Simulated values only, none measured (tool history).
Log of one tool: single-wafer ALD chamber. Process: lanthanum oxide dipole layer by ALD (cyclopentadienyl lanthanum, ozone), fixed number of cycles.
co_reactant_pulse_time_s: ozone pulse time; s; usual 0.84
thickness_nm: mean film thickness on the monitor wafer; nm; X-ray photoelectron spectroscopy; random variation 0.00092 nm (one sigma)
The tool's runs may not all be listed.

run	hour	co_reactant_pulse_time_s	read-back reference wafer on the same gauge, thickness_nm	thickness_nm
1	0.0	1.05	0.514	0.487
2	33.8	0.92	0.514	0.467
3	88.9	0.92	0.514	0.469
4	137.9	1.09	0.514	0.492
5	178.4	1.09	0.514	0.492
6	248.6	0.84	0.514	0.453
7	318.0	0.84	0.514	0.453
8	346.0	0.97	0.514	0.477
# hour 362.2: gauge calibrated
# hour 382.8: ozone generator serviced
9	392.6	0.62	0.514	0.400
10	416.8	1.07	0.514	0.489
11	480.5	0.51	0.514	0.365
# hour 545.3: showerhead replaced
12	605.4	1.14	0.514	0.498
13	630.1	0.97	0.514	0.475
# hour 744.8: thermocouple changed; heater temperature recalibrated
14	832.9	0.67	0.514	0.414
15	900.0	0.84	0.514	0.453
16	970.4	0.96	0.514	0.473
17	1010.0	1.17	0.514	0.502

The tool's hidden state at each run:
wafer temperature above the value expected at the setpoint (K): 0 in every run
ozone dose above that of a generator just serviced (%): 0 in every run
gauge reads high (%): 0 in every run
